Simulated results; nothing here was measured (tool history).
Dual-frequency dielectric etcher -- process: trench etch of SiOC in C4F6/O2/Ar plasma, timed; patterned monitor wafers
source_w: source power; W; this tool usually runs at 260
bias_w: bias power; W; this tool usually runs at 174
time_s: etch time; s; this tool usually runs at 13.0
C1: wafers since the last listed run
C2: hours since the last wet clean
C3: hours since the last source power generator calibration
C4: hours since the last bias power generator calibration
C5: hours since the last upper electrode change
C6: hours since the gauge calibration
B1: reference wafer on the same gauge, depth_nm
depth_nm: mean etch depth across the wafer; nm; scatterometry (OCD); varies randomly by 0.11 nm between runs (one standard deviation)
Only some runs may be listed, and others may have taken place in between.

{"run": 1, "day": 0.0, "source_w": 260, "bias_w": 174, "time_s": 13.0, "C1": 0, "C2": 233.6, "C3": 1438.6, "C4": 2322.0, "C5": 4007.4, "C6": 289.2, "B1": 23.3, "depth_nm": 24.02}
{"run": 2, "day": 0.579, "source_w": 260, "bias_w": 174, "time_s": 13.0, "C1": 227, "C2": 247.5, "C3": 1452.5, "C4": 2335.9, "C5": 4021.3, "C6": 303.1, "B1": 23.3, "depth_nm": 23.98}
{"run": 3, "day": 1.129, "source_w": 260, "bias_w": 174, "time_s": 13.0, "C1": 216, "C2": 260.7, "C3": 1465.7, "C4": 2349.1, "C5": 4034.5, "C6": 316.3, "B1": 23.28, "depth_nm": 24.14}
{"run": 4, "day": 2.188, "source_w": 260, "bias_w": 174, "time_s": 13.0, "C1": 416, "C2": 286.1, "C3": 1491.1, "C4": 2374.5, "C5": 4059.9, "C6": 341.7, "B1": 23.33, "depth_nm": 24.04}
{"run": 5, "day": 3.283, "source_w": 260, "bias_w": 174, "time_s": 13.0, "C1": 430, "C2": 312.4, "C3": 1517.4, "C4": 2400.8, "C5": 4086.2, "C6": 368.0, "B1": 23.28, "depth_nm": 23.99}
{"day": 3.8, "done": "gauge calibrated"}
{"run": 6, "day": 4.733, "source_w": 260, "bias_w": 174, "time_s": 10.5, "C1": 570, "C2": 347.2, "C3": 1552.2, "C4": 2435.6, "C5": 4121.0, "C6": 22.4, "B1": 23.29, "depth_nm": 19.29}
{"run": 7, "day": 5.254, "source_w": 260, "bias_w": 174, "time_s": 10.5, "C1": 204, "C2": 359.7, "C3": 1564.7, "C4": 2448.1, "C5": 4133.5, "C6": 34.9, "B1": 23.32, "depth_nm": 19.34}
{"run": 8, "day": 5.967, "source_w": 260, "bias_w": 174, "time_s": 13.0, "C1": 280, "C2": 376.8, "C3": 1581.8, "C4": 2465.2, "C5": 4150.6, "C6": 52.0, "B1": 23.26, "depth_nm": 23.73}
{"run": 9, "day": 6.933, "source_w": 260, "bias_w": 174, "time_s": 13.0, "C1": 380, "C2": 400.0, "C3": 1605.0, "C4": 2488.4, "C5": 4173.8, "C6": 75.2, "B1": 23.25, "depth_nm": 23.87}
{"run": 10, "day": 8.354, "source_w": 260, "bias_w": 174, "time_s": 13.0, "C1": 558, "C2": 434.1, "C3": 1639.1, "C4": 2522.5, "C5": 4207.9, "C6": 109.3, "B1": 23.31, "depth_nm": 23.9}
{"run": 11, "day": 9.25, "source_w": 260, "bias_w": 174, "time_s": 13.0, "C1": 352, "C2": 455.6, "C3": 1660.6, "C4": 2544.0, "C5": 4229.4, "C6": 130.8, "B1": 23.27, "depth_nm": 24.02}
{"day": 11.879, "done": "source power generator calibrated"}
{"run": 12, "day": 12.267, "source_w": 260, "bias_w": 174, "time_s": 13.0, "C1": 1120, "C2": 528.0, "C3": 9.3, "C4": 2616.4, "C5": 4301.8, "C6": 203.2, "B1": 23.3, "depth_nm": 24.22}
{"run": 13, "day": 13.104, "source_w": 260, "bias_w": 161, "time_s": 13.0, "C1": 329, "C2": 548.1, "C3": 29.4, "C4": 2636.5, "C5": 4321.9, "C6": 223.3, "B1": 23.31, "depth_nm": 23.44}
{"run": 14, "day": 13.608, "source_w": 300, "bias_w": 201, "time_s": 15.5, "C1": 198, "C2": 560.2, "C3": 41.5, "C4": 2648.6, "C5": 4334.0, "C6": 235.4, "B1": 23.31, "depth_nm": 30.95}
{"day": 15.454, "done": "wet clean of the chamber"}
{"run": 15, "day": 15.475, "source_w": 240, "bias_w": 192, "time_s": 16.5, "C1": 340, "C2": 0.5, "C3": 86.3, "C4": 2693.4, "C5": 4378.8, "C6": 280.2, "B1": 23.33, "depth_nm": 30.07}
{"run": 16, "day": 16.004, "source_w": 300, "bias_w": 148, "time_s": 15.5, "C1": 208, "C2": 13.2, "C3": 99.0, "C4": 2706.1, "C5": 4391.5, "C6": 292.9, "B1": 23.28, "depth_nm": 29.17}
{"run": 17, "day": 17.492, "source_w": 260, "bias_w": 211, "time_s": 16.0, "C1": 584, "C2": 48.9, "C3": 134.7, "C4": 2741.8, "C5": 4427.2, "C6": 328.6, "B1": 23.26, "depth_nm": 31.03}
{"day": 20.058, "done": "bias power generator calibrated"}
{"run": 18, "day": 20.246, "source_w": 230, "bias_w": 158, "time_s": 11.5, "C1": 1017, "C2": 115.0, "C3": 200.8, "C4": 4.5, "C5": 4493.3, "C6": 394.7, "B1": 23.25, "depth_nm": 19.69}
{"day": 21.85, "done": "upper electrode replaced"}
{"run": 19, "day": 21.871, "source_w": 260, "bias_w": 174, "time_s": 14.0, "C1": 245, "C2": 154.0, "C3": 239.8, "C4": 43.5, "C5": 0.5, "C6": 433.7, "B1": 23.29, "depth_nm": 25.73}
{"run": 20, "day": 22.029, "source_w": 260, "bias_w": 161, "time_s": 13.0, "C1": 62, "C2": 157.8, "C3": 243.6, "C4": 47.3, "C5": 4.3, "C6": 437.5, "B1": 23.32, "depth_nm": 23.42}
{"day": 22.375, "done": "gauge calibrated"}
{"run": 21, "day": 22.992, "source_w": 260, "bias_w": 139, "time_s": 13.0, "C1": 378, "C2": 180.9, "C3": 266.7, "C4": 70.4, "C5": 27.4, "C6": 14.8, "B1": 23.29, "depth_nm": 22.74}
{"run": 22, "day": 23.596, "source_w": 230, "bias_w": 174, "time_s": 13.0, "C1": 237, "C2": 195.4, "C3": 281.2, "C4": 84.9, "C5": 41.9, "C6": 29.3, "B1": 23.3, "depth_nm": 22.85}
{"run": 23, "day": 24.629, "source_w": 210, "bias_w": 200, "time_s": 12.0, "C1": 406, "C2": 220.2, "C3": 306.0, "C4": 109.7, "C5": 66.7, "C6": 54.1, "B1": 23.29, "depth_nm": 21.16}
{"run": 24, "day": 25.771, "source_w": 230, "bias_w": 186, "time_s": 13.0, "C1": 448, "C2": 247.6, "C3": 333.4, "C4": 137.1, "C5": 94.1, "C6": 81.5, "B1": 23.34, "depth_nm": 23.28}
{"run": 25, "day": 27.238, "source_w": 260, "bias_w": 174, "time_s": 13.0, "C1": 576, "C2": 282.8, "C3": 368.6, "C4": 172.3, "C5": 129.3, "C6": 116.7, "B1": 23.25, "depth_nm": 23.94}
{"run": 26, "day": 28.4, "source_w": 260, "bias_w": 174, "time_s": 12.0, "C1": 457, "C2": 310.7, "C3": 396.5, "C4": 200.2, "C5": 157.2, "C6": 144.6, "B1": 23.25, "depth_nm": 21.99}
{"run": 27, "day": 29.458, "source_w": 230, "bias_w": 209, "time_s": 16.0, "C1": 416, "C2": 336.1, "C3": 421.9, "C4": 225.6, "C5": 182.6, "C6": 170.0, "B1": 23.33, "depth_nm": 29.39}

Entry by entry between the runs, the difference in hidden state between the last listed run before and the first listed run after:
In the gap between runs 5 and 6: gauge calibrated (day 3.800)
  no difference in the tool's unlogged condition between these two runs
In the gap between runs 11 and 12: source power generator calibrated (day 11.879)
  no difference in the tool's unlogged condition between these two runs
In the gap between runs 14 and 15: wet clean of the chamber (day 15.454)
  no difference in the tool's unlogged condition between these two runs
In the gap between runs 17 and 18: bias power generator calibrated (day 20.058)
  no difference in the tool's unlogged condition between these two runs
In the gap between runs 18 and 19: upper electrode replaced (day 21.850)
  no difference in the tool's unlogged condition between these two runs
In the gap between runs 20 and 21: gauge calibrated (day 22.375)
  no difference in the tool's unlogged condition between these two runs
